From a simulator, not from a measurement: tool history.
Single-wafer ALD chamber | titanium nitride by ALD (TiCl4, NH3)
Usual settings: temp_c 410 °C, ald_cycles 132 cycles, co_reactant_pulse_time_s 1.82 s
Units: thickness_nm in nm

| run | day | temp_c | ald_cycles | co_reactant_pulse_time_s | wafers since the last listed run | hours since the last thermocouple change | hours since the showerhead was replaced | hours since the gauge calibration | read-back reference wafer on the same gauge, thickness_nm | thickness_nm |
|---|---|---|---|---|---|---|---|---|---|---|
| 1 | 0 | 410 | 132 | 1.82 | 0 | 1753.6 | 5157.4 | 567.7 | 2.86 | 3.083 |
| 2 | 0.704 | 410 | 132 | 1.82 | 26 | 1770.5 | 5174.3 | 584.6 | 2.861 | 3.086 |
| 3 | 1.35 | 410 | 132 | 1.82 | 24 | 1786 | 5189.8 | 600.1 | 2.86 | 3.092 |
| 4 | 2.379 | 410 | 132 | 1.82 | 39 | 1810.7 | 5214.5 | 624.8 | 2.859 | 3.082 |
| 5 | 3.754 | 410 | 141 | 1.82 | 52 | 1843.7 | 5247.5 | 657.8 | 2.861 | 3.31 |
| 6 | 4.658 | 410 | 141 | 1.82 | 34 | 1865.4 | 5269.2 | 679.5 | 2.859 | 3.291 |
| 7 | 5.562 | 410 | 132 | 1.82 | 34 | 1887.1 | 5290.9 | 701.2 | 2.861 | 3.092 |
| 8 | 6.721 | 410 | 132 | 1.82 | 44 | 1914.9 | 5318.7 | 729 | 2.861 | 3.095 |
|  | 7.925 | thermocouple changed; heater temperature recalibrated |
| 9 | 7.946 | 410 | 132 | 1.82 | 34 | 0.5 | 5348.1 | 758.4 | 2.86 | 3.086 |
| 10 | 11.079 | 410 | 132 | 1.82 | 119 | 75.7 | 5423.3 | 833.6 | 2.86 | 3.086 |
|  | 12.062 | gauge calibrated |
| 11 | 12.167 | 410 | 132 | 1.82 | 41 | 101.8 | 5449.4 | 2.5 | 2.86 | 3.085 |
|  | 13.271 | showerhead replaced |
| 12 | 13.292 | 398 | 132 | 1.82 | 30 | 128.8 | 0.5 | 29.5 | 2.86 | 3.063 |
| 13 | 13.638 | 410 | 132 | 1.82 | 13 | 137.1 | 8.8 | 37.8 | 2.863 | 3.087 |
| 14 | 14.954 | 410 | 132 | 1.82 | 50 | 168.7 | 40.4 | 69.4 | 2.859 | 3.078 |
| 15 | 15.592 | 410 | 132 | 1.82 | 24 | 184 | 55.7 | 84.7 | 2.861 | 3.111 |
| 16 | 16.242 | 399 | 132 | 2.31 | 24 | 199.6 | 71.3 | 100.3 | 2.86 | 3.107 |
| 17 | 17.104 | 410 | 132 | 1.82 | 32 | 220.3 | 92 | 121 | 2.858 | 3.092 |
| 18 | 17.633 | 420 | 116 | 2.2 | 20 | 233 | 104.7 | 133.7 | 2.862 | 2.735 |
| 19 | 18.375 | 410 | 132 | 1.18 | 28 | 250.8 | 122.5 | 151.5 | 2.862 | 3.025 |
| 20 | 18.921 | 399 | 145 | 1.46 | 20 | 263.9 | 135.6 | 164.6 | 2.861 | 3.329 |
| 21 | 20.271 | 410 | 132 | 1.82 | 51 | 296.3 | 168 | 197 | 2.86 | 3.081 |
| 22 | 20.862 | 421 | 154 | 2.18 | 22 | 310.5 | 182.2 | 211.2 | 2.859 | 3.63 |
| 23 | 21.575 | 400 | 132 | 1.32 | 27 | 327.6 | 199.3 | 228.3 | 2.857 | 3.023 |
| 24 | 22.475 | 410 | 156 | 1.36 | 34 | 349.2 | 220.9 | 249.9 | 2.859 | 3.604 |
| 25 | 23.117 | 396 | 122 | 1.82 | 24 | 364.6 | 236.3 | 265.3 | 2.86 | 2.837 |
| 26 | 23.638 | 410 | 132 | 1.82 | 19 | 377.1 | 248.8 | 277.8 | 2.86 | 3.097 |
| 27 | 24.604 | 410 | 132 | 1.82 | 36 | 400.3 | 272 | 301 | 2.859 | 3.094 |
| 28 | 25.154 | 401 | 132 | 1.27 | 20 | 413.5 | 285.2 | 314.2 | 2.86 | 3.019 |
| 29 | 26.008 | 421 | 115 | 2.3 | 32 | 434 | 305.7 | 334.7 | 2.86 | 2.74 |
| 30 | 27.25 | 410 | 132 | 1.82 | 47 | 463.8 | 335.5 | 364.5 | 2.86 | 3.103 |
| 31 | 28.75 | 419 | 149 | 1.82 | 57 | 499.8 | 371.5 | 400.5 | 2.86 | 3.495 |
| 32 | 29.962 | 423 | 113 | 1.62 | 46 | 528.9 | 400.6 | 429.6 | 2.861 | 2.644 |
| 33 | 30.667 | 410 | 132 | 1.82 | 26 | 545.8 | 417.5 | 446.5 | 2.861 | 3.099 |
| 34 | 31.254 | 410 | 155 | 1.82 | 22 | 559.9 | 431.6 | 460.6 | 2.861 | 3.626 |
| 35 | 33.788 | 410 | 106 | 2.14 | 96 | 620.7 | 492.4 | 521.4 | 2.86 | 2.501 |
| 36 | 34.558 | 396 | 157 | 1.35 | 29 | 639.2 | 510.9 | 539.9 | 2.857 | 3.589 |
| 37 | 35.783 | 423 | 154 | 2.53 | 46 | 668.6 | 540.3 | 569.3 | 2.859 | 3.674 |
| 38 | 36.912 | 395 | 152 | 2.35 | 43 | 695.7 | 567.4 | 596.4 | 2.862 | 3.563 |
| 39 | 37.971 | 401 | 132 | 1.82 | 40 | 721.1 | 592.8 | 621.8 | 2.86 | 3.065 |
| 40 | 39.325 | 410 | 132 | 1.82 | 51 | 753.6 | 625.3 | 654.3 | 2.861 | 3.085 |
| 41 | 40.5 | 410 | 120 | 1.82 | 44 | 781.8 | 653.5 | 682.5 | 2.859 | 2.799 |

The tool's hidden state at each run:
wafer temperature above the value expected at the setpoint (K): 0 in every run
gauge reads high (%): 0 in every run

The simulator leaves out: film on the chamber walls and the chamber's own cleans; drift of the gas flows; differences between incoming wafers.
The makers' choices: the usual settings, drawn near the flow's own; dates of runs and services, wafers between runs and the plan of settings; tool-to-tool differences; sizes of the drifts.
